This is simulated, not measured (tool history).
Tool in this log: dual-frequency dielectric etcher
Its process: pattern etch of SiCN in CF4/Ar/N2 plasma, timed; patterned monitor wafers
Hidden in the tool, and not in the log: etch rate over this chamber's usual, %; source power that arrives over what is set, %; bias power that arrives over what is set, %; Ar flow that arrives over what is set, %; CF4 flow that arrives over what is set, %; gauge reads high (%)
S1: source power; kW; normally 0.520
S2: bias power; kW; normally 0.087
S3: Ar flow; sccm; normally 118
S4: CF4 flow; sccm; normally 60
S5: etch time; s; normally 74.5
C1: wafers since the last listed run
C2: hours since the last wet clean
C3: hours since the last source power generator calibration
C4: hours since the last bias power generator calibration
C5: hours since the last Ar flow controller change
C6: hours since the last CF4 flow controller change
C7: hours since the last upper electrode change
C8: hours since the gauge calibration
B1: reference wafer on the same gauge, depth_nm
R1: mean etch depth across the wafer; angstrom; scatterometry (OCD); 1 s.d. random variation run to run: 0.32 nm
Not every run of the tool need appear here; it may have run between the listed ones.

| run | day | S1 | S2 | S3 | S4 | S5 | C1 | C2 | C3 | C4 | C5 | C6 | C7 | C8 | B1 | R1 |
|---|---|---|---|---|---|---|---|---|---|---|---|---|---|---|---|---|
| 1 | 0.000 | 0.520 | 0.087 | 118 | 60 | 74.5 | 0 | 114.6 | 3556.4 | 4167.9 | 3074.4 | 3895.3 | 5541.8 | 163.3 | 73.3 | 735 |
| 2 | 2.233 | 0.520 | 0.087 | 118 | 60 | 74.5 | 402 | 168.2 | 3610.0 | 4221.5 | 3128.0 | 3948.9 | 5595.4 | 216.9 | 73.1 | 736 |
| 3 | 3.283 | 0.520 | 0.087 | 118 | 60 | 74.5 | 189 | 193.4 | 3635.2 | 4246.7 | 3153.2 | 3974.1 | 5620.6 | 242.1 | 73.5 | 730 |
| 4 | 4.796 | 0.520 | 0.087 | 118 | 60 | 74.5 | 272 | 229.7 | 3671.5 | 4283.0 | 3189.5 | 4010.4 | 5656.9 | 278.4 | 73.2 | 736 |
| 5 | 5.892 | 0.520 | 0.087 | 118 | 60 | 74.5 | 197 | 256.0 | 3697.8 | 4309.3 | 3215.8 | 4036.7 | 5683.2 | 304.7 | 73.3 | 735 |
| 6 | 8.629 | 0.520 | 0.087 | 118 | 60 | 74.5 | 493 | 321.7 | 3763.5 | 4375.0 | 3281.5 | 4102.4 | 5748.9 | 370.4 | 73.2 | 730 |
|  | 9.833 | source power generator calibrated |
|  | 13.079 | gauge calibrated |
| 7 | 14.429 | 0.520 | 0.087 | 118 | 60 | 74.5 | 1016 | 460.9 | 110.3 | 4514.2 | 3420.7 | 4241.6 | 5888.1 | 32.4 | 73.4 | 730 |
| 8 | 17.042 | 0.470 | 0.087 | 118 | 60 | 95.5 | 471 | 523.6 | 173.0 | 4576.9 | 3483.4 | 4304.3 | 5950.8 | 95.1 | 73.2 | 900 |
|  | 18.225 | CF4 flow controller replaced |
|  | 18.254 | wet clean of the chamber |
|  | 19.446 | Ar flow controller replaced |
|  | 19.475 | upper electrode replaced |
| 9 | 19.879 | 0.520 | 0.087 | 118 | 60 | 74.5 | 411 | 39.0 | 241.1 | 4645.0 | 10.4 | 39.7 | 9.7 | 163.2 | 73.3 | 739 |
|  | 21.033 | bias power generator calibrated |
| 10 | 22.025 | 0.390 | 0.087 | 142 | 60 | 55.0 | 357 | 90.5 | 292.6 | 23.8 | 61.9 | 91.2 | 61.2 | 214.7 | 73.4 | 469 |
| 11 | 24.538 | 0.520 | 0.087 | 98 | 47 | 74.5 | 453 | 150.8 | 352.9 | 84.1 | 122.2 | 151.5 | 121.5 | 275.0 | 73.3 | 728 |
| 12 | 26.583 | 0.520 | 0.087 | 118 | 60 | 74.5 | 369 | 199.9 | 402.0 | 133.2 | 171.3 | 200.6 | 170.6 | 324.1 | 73.3 | 732 |
|  | 28.279 | gauge calibrated |
| 13 | 29.425 | 0.420 | 0.087 | 118 | 60 | 96.0 | 512 | 268.1 | 470.2 | 201.4 | 239.5 | 268.8 | 238.8 | 27.5 | 73.4 | 871 |
| 14 | 30.688 | 0.520 | 0.070 | 118 | 50 | 83.0 | 227 | 298.4 | 500.5 | 231.7 | 269.8 | 299.1 | 269.1 | 57.8 | 73.4 | 741 |

What was the tool's hidden state at every run in the log?
etch rate over this chamber's usual, %: 0, the same for each run
source power that arrives over what is set, %: 0, the same for each run
bias power that arrives over what is set, %: 0, the same for each run
Ar flow that arrives over what is set, %: 0, the same for each run
CF4 flow that arrives over what is set, %: 0, the same for each run
gauge reads high (%): 0, the same for each run
